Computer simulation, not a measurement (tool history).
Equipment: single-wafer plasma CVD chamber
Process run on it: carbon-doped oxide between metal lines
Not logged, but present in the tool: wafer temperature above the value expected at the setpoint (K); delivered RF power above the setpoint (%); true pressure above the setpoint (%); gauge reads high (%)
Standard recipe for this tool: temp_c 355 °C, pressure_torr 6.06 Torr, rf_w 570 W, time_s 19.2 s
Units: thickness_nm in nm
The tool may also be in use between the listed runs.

run	hour	temp_c	pressure_torr	rf_w	time_s	wafers since the last listed run	hours since the last thermocouple change	hours since the last RF generator calibration	hours since the last manometer calibration	hours since the showerhead was replaced	hours since the gauge calibration	read-back reference wafer on the same gauge, thickness_nm	thickness_nm
1	0	349	6.06	570	19.2	0	1996.1	1268.3	2211.3	6579.4	141	109.988	100.662
2	17.2	349	6.06	570	19.2	250	2013.3	1285.5	2228.5	6596.6	158.2	109.956	100.602
3	32.9	349	6.06	570	19.2	228	2029	1301.2	2244.2	6612.3	173.9	109.996	100.789
4	44.9	355	6.06	570	20.5	174	2041	1313.2	2256.2	6624.3	185.9	109.983	105.776
5	58.9	355	6.06	570	20.5	203	2055	1327.2	2270.2	6638.3	199.9	110.024	105.744
6	73	355	6.06	570	20.5	205	2069.1	1341.3	2284.3	6652.4	214	110.053	105.396
# hour 74.5: gauge calibrated
7	79.3	355	6.06	570	19.2	91	2075.4	1347.6	2290.6	6658.7	4.8	110.032	99.164
8	95.4	355	6.06	570	19.2	234	2091.5	1363.7	2306.7	6674.8	20.9	109.984	98.931
# hour 113.9: RF generator calibrated
9	114.4	355	7.12	625	17.2	160	2110.5	0.5	2325.7	6693.8	39.9	109.968	98.438
# hour 123.1: capacitance manometer re-zeroed and calibrated
10	126.5	355	6.06	570	19.2	59	2122.6	12.6	3.4	6705.9	52	109.992	103.321
# hour 135.9: thermocouple changed; heater temperature recalibrated
11	139.6	355	5.39	650	19.2	74	3.7	25.7	16.5	6719	65.1	109.953	108.479
12	150.5	355	5.42	570	19.2	158	14.6	36.6	27.4	6729.9	76	110.034	101.961
# hour 160.5: showerhead replaced
13	161.9	365	6.06	570	21.6	49	26	48	38.8	1.4	87.4	109.999	112.723
14	175.1	355	6.06	600	18.2	192	39.2	61.2	52	14.6	100.6	109.994	100.101
15	191.2	349	6.06	570	19.2	234	55.3	77.3	68.1	30.7	116.7	109.988	104.306
16	205.2	355	6.06	490	19.2	203	69.3	91.3	82.1	44.7	130.7	110.005	94.917

Some steps in thickness_nm between neighbouring runs. How much of each would the tool show without its hidden state too (settings, what came in, random variation), and how much is left for the hidden state, with any gauge scatter that isn't in both results?
Run 8 -> 9: pressure_torr 6.06 -> 7.12, rf_w 570 -> 625, time_s 19.2 -> 17.2, RF generator calibrated. thickness_nm -0.493 nm: hidden state +4.13, all else -4.623.
Run 13 -> 14: temp_c 365 -> 355, rf_w 570 -> 600, time_s 21.6 -> 18.2. thickness_nm -12.622 nm: hidden state -0.039, all else -12.583.

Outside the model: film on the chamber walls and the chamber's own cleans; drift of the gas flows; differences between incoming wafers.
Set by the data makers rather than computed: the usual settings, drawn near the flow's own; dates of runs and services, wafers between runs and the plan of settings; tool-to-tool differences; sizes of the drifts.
